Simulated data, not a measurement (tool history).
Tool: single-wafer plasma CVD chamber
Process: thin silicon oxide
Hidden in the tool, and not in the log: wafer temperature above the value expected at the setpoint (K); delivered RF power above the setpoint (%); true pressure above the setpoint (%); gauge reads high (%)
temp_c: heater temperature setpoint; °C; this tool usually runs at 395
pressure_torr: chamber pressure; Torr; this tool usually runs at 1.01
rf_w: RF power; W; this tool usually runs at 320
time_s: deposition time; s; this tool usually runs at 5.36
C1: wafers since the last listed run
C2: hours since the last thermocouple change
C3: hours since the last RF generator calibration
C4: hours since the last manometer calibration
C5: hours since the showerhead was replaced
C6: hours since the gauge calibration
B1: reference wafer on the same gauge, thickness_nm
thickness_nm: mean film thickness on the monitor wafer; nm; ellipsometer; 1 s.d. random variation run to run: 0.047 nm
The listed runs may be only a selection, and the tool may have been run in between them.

run 1 day=0.000 | temp_c=388 pressure_torr=1.01 rf_w=320 time_s=5.36 | C1=0 C2=419.1 C3=1754.5 C4=2227.1 C5=8098.9 C6=643.7 | B1=9.312 | thickness_nm=11.056
run 2 day=3.158 | temp_c=388 pressure_torr=1.01 rf_w=320 time_s=5.36 | C1=2558 C2=494.9 C3=1830.3 C4=2302.9 C5=8174.7 C6=719.5 | B1=9.298 | thickness_nm=10.939
run 3 day=5.058 | temp_c=395 pressure_torr=1.01 rf_w=320 time_s=5.36 | C1=1538 C2=540.5 C3=1875.9 C4=2348.5 C5=8220.3 C6=765.1 | B1=9.315 | thickness_nm=10.889
run 4 day=8.800 | temp_c=395 pressure_torr=1.01 rf_w=320 time_s=5.36 | C1=3030 C2=630.3 C3=1965.7 C4=2438.3 C5=8310.1 C6=854.9 | B1=9.285 | thickness_nm=10.921
run 5 day=12.054 | temp_c=402 pressure_torr=1.01 rf_w=320 time_s=5.36 | C1=2635 C2=708.4 C3=2043.8 C4=2516.4 C5=8388.2 C6=933.0 | B1=9.305 | thickness_nm=10.909
run 6 day=15.404 | temp_c=402 pressure_torr=1.01 rf_w=320 time_s=5.36 | C1=2713 C2=788.8 C3=2124.2 C4=2596.8 C5=8468.6 C6=1013.4 | B1=9.292 | thickness_nm=10.749
run 7 day=17.500 | temp_c=395 pressure_torr=1.01 rf_w=320 time_s=5.36 | C1=1697 C2=839.1 C3=2174.5 C4=2647.1 C5=8518.9 C6=1063.7 | B1=9.300 | thickness_nm=10.853
-- day=21.462 gauge calibrated
run 8 day=21.488 | temp_c=385 pressure_torr=1.01 rf_w=320 time_s=5.36 | C1=3229 C2=934.8 C3=2270.2 C4=2742.8 C5=8614.6 C6=0.6 | B1=9.284 | thickness_nm=10.905
-- day=22.425 showerhead replaced
-- day=23.846 capacitance manometer re-zeroed and calibrated
run 9 day=25.033 | temp_c=395 pressure_torr=1.01 rf_w=320 time_s=6.17 | C1=2331 C2=1019.9 C3=2355.3 C4=28.5 C5=62.6 C6=85.7 | B1=9.298 | thickness_nm=12.410
run 10 day=27.312 | temp_c=408 pressure_torr=0.84 rf_w=320 time_s=5.36 | C1=1846 C2=1074.6 C3=2410.0 C4=83.2 C5=117.3 C6=140.4 | B1=9.293 | thickness_nm=9.296
run 11 day=29.554 | temp_c=395 pressure_torr=1.01 rf_w=320 time_s=5.86 | C1=1815 C2=1128.4 C3=2463.8 C4=137.0 C5=171.1 C6=194.2 | B1=9.298 | thickness_nm=11.764
run 12 day=33.304 | temp_c=395 pressure_torr=1.01 rf_w=320 time_s=5.36 | C1=3037 C2=1218.4 C3=2553.8 C4=227.0 C5=261.1 C6=284.2 | B1=9.312 | thickness_nm=10.763
-- day=34.633 thermocouple changed; heater temperature recalibrated
-- day=34.688 RF generator calibrated
run 13 day=37.204 | temp_c=390 pressure_torr=0.76 rf_w=285 time_s=4.49 | C1=2847 C2=61.7 C3=60.4 C4=320.6 C5=354.7 C6=377.8 | B1=9.286 | thickness_nm=7.079
run 14 day=42.333 | temp_c=395 pressure_torr=1.01 rf_w=320 time_s=5.36 | C1=4154 C2=184.8 C3=183.5 C4=443.7 C5=477.8 C6=500.9 | B1=9.299 | thickness_nm=11.468
run 15 day=45.146 | temp_c=406 pressure_torr=0.93 rf_w=360 time_s=5.36 | C1=2277 C2=252.3 C3=251.0 C4=511.2 C5=545.3 C6=568.4 | B1=9.300 | thickness_nm=11.346

Below are 5 alternative next runs, each starting from the tool's condition after run 15. Predict each:
run A day=45.162 | temp_c=395 pressure_torr=0.88 rf_w=320 time_s=5.36 | C1=13 C2=252.7 C3=251.4 C4=511.6 C5=545.7 C6=568.8 | B1=? | thickness_nm=?
run B day=45.162 | temp_c=395 pressure_torr=1.01 rf_w=320 time_s=5.06 | C1=13 C2=252.7 C3=251.4 C4=511.6 C5=545.7 C6=568.8 | B1=? | thickness_nm=?
run C day=45.162 | temp_c=391 pressure_torr=0.81 rf_w=290 time_s=5.36 | C1=13 C2=252.7 C3=251.4 C4=511.6 C5=545.7 C6=568.8 | B1=? | thickness_nm=?
run D day=45.162 | temp_c=382 pressure_torr=1.14 rf_w=320 time_s=5.36 | C1=13 C2=252.7 C3=251.4 C4=511.6 C5=545.7 C6=568.8 | B1=? | thickness_nm=?
run E day=45.162 | temp_c=385 pressure_torr=0.82 rf_w=260 time_s=5.36 | C1=13 C2=252.7 C3=251.4 C4=511.6 C5=545.7 C6=568.8 | B1=? | thickness_nm=?

run=A B1=9.302 thickness_nm=10.325
run=B B1=9.302 thickness_nm=10.800
run=C B1=9.302 thickness_nm=9.072
run=D B1=9.302 thickness_nm=12.458
run=E B1=9.302 thickness_nm=8.431
The same runs, with their run-to-run variation unchanged, on a tool lacking any hidden condition would have given:
run=A thickness_nm=10.409
run=B thickness_nm=10.887
run=C thickness_nm=9.154
run=D thickness_nm=12.559
run=E thickness_nm=8.512
